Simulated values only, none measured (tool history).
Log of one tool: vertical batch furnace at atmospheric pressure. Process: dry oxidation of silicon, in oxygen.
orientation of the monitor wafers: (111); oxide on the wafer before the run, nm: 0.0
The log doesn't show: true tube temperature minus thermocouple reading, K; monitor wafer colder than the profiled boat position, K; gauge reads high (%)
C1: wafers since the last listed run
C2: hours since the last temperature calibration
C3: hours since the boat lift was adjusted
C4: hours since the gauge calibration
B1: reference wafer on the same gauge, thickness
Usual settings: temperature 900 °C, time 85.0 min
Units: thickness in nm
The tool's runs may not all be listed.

{"run": 1, "hour": 0.0, "temperature": 900, "time": 55.0, "C1": 0, "C2": 1097.7, "C3": 2120.1, "C4": 294.3, "B1": 28.0, "thickness": 26.68}
{"run": 2, "hour": 6.6, "temperature": 900, "time": 55.0, "C1": 69, "C2": 1104.3, "C3": 2126.7, "C4": 300.9, "B1": 27.99, "thickness": 26.64}
{"run": 3, "hour": 22.8, "temperature": 900, "time": 55.0, "C1": 171, "C2": 1120.5, "C3": 2142.9, "C4": 317.1, "B1": 28.0, "thickness": 26.66}
{"run": 4, "hour": 40.3, "temperature": 915, "time": 85.0, "C1": 185, "C2": 1138.0, "C3": 2160.4, "C4": 334.6, "B1": 27.98, "thickness": 41.94}
{"run": 5, "hour": 46.5, "temperature": 919, "time": 85.0, "C1": 65, "C2": 1144.2, "C3": 2166.6, "C4": 340.8, "B1": 28.0, "thickness": 43.66}
{"run": 6, "hour": 61.1, "temperature": 900, "time": 85.0, "C1": 154, "C2": 1158.8, "C3": 2181.2, "C4": 355.4, "B1": 28.01, "thickness": 36.01}
{"run": 7, "hour": 70.9, "temperature": 900, "time": 85.0, "C1": 103, "C2": 1168.6, "C3": 2191.0, "C4": 365.2, "B1": 27.98, "thickness": 36.1}
{"run": 8, "hour": 86.8, "temperature": 900, "time": 85.0, "C1": 168, "C2": 1184.5, "C3": 2206.9, "C4": 381.1, "B1": 27.99, "thickness": 36.18}
{"run": 9, "hour": 102.1, "temperature": 900, "time": 85.0, "C1": 162, "C2": 1199.8, "C3": 2222.2, "C4": 396.4, "B1": 28.03, "thickness": 36.29}
{"hour": 114.0, "done": "gauge calibrated"}
{"run": 10, "hour": 117.2, "temperature": 900, "time": 85.0, "C1": 160, "C2": 1214.9, "C3": 2237.3, "C4": 3.2, "B1": 27.96, "thickness": 36.06}
{"run": 11, "hour": 130.2, "temperature": 900, "time": 85.0, "C1": 137, "C2": 1227.9, "C3": 2250.3, "C4": 16.2, "B1": 27.99, "thickness": 36.18}
{"run": 12, "hour": 139.3, "temperature": 900, "time": 106.5, "C1": 96, "C2": 1237.0, "C3": 2259.4, "C4": 25.3, "B1": 28.01, "thickness": 42.35}
{"run": 13, "hour": 154.5, "temperature": 900, "time": 106.5, "C1": 161, "C2": 1252.2, "C3": 2274.6, "C4": 40.5, "B1": 28.02, "thickness": 42.34}
{"run": 14, "hour": 165.4, "temperature": 892, "time": 117.0, "C1": 115, "C2": 1263.1, "C3": 2285.5, "C4": 51.4, "B1": 28.0, "thickness": 41.51}
{"hour": 201.0, "done": "thermocouples replaced and temperature profile calibrated"}
{"run": 15, "hour": 201.5, "temperature": 900, "time": 85.0, "C1": 128, "C2": 0.5, "C3": 2321.6, "C4": 87.5, "B1": 27.99, "thickness": 36.93}
{"run": 16, "hour": 205.9, "temperature": 900, "time": 85.0, "C1": 33, "C2": 4.9, "C3": 2326.0, "C4": 91.9, "B1": 28.01, "thickness": 36.91}
{"hour": 228.6, "done": "boat lift adjusted"}
{"run": 17, "hour": 229.1, "temperature": 900, "time": 104.5, "C1": 4, "C2": 28.1, "C3": 0.5, "C4": 115.1, "B1": 27.99, "thickness": 42.75}
{"run": 18, "hour": 233.5, "temperature": 880, "time": 44.0, "C1": 46, "C2": 32.5, "C3": 4.9, "C4": 119.5, "B1": 28.0, "thickness": 18.96}
{"run": 19, "hour": 242.3, "temperature": 920, "time": 102.5, "C1": 93, "C2": 41.3, "C3": 13.7, "C4": 128.3, "B1": 28.0, "thickness": 51.31}
{"hour": 266.6, "done": "thermocouples replaced and temperature profile calibrated, repeated, since the last time left the tool worse"}
{"run": 20, "hour": 267.1, "temperature": 911, "time": 117.0, "C1": 8, "C2": 0.5, "C3": 38.5, "C4": 153.1, "B1": 28.04, "thickness": 48.55}
{"run": 21, "hour": 271.6, "temperature": 900, "time": 85.0, "C1": 47, "C2": 5.0, "C3": 43.0, "C4": 157.6, "B1": 27.99, "thickness": 34.79}
{"run": 22, "hour": 287.6, "temperature": 913, "time": 70.5, "C1": 169, "C2": 21.0, "C3": 59.0, "C4": 173.6, "B1": 28.01, "thickness": 35.01}
{"run": 23, "hour": 294.8, "temperature": 919, "time": 57.5, "C1": 76, "C2": 28.2, "C3": 66.2, "C4": 180.8, "B1": 28.0, "thickness": 32.2}
{"run": 24, "hour": 308.7, "temperature": 881, "time": 106.0, "C1": 147, "C2": 42.1, "C3": 80.1, "C4": 194.7, "B1": 28.0, "thickness": 33.44}
{"run": 25, "hour": 314.9, "temperature": 889, "time": 110.0, "C1": 65, "C2": 48.3, "C3": 86.3, "C4": 200.9, "B1": 28.03, "thickness": 37.48}
{"run": 26, "hour": 326.7, "temperature": 910, "time": 65.5, "C1": 125, "C2": 60.1, "C3": 98.1, "C4": 212.7, "B1": 28.01, "thickness": 32.27}

Some steps in thickness between neighbouring runs. How much of each would the tool show without its hidden state too (settings, what came in, random variation), and how much is left for the hidden state, with any gauge scatter that isn't in both results?
Run 17 -> 18: temperature 900 -> 880, time 104.5 -> 44.0. thickness -23.79 nm: hidden state -1.39, all else -22.40.
Run 18 -> 19: temperature 880 -> 920, time 44.0 -> 102.5. thickness +32.35 nm: hidden state +1.77, all else +30.58.
Run 19 -> 20: temperature 920 -> 911, time 102.5 -> 117.0, thermocouples replaced and temperature profile calibrated, repeated, since the last time left the tool worse. thickness -2.76 nm: hidden state -2.82, all else +0.06.
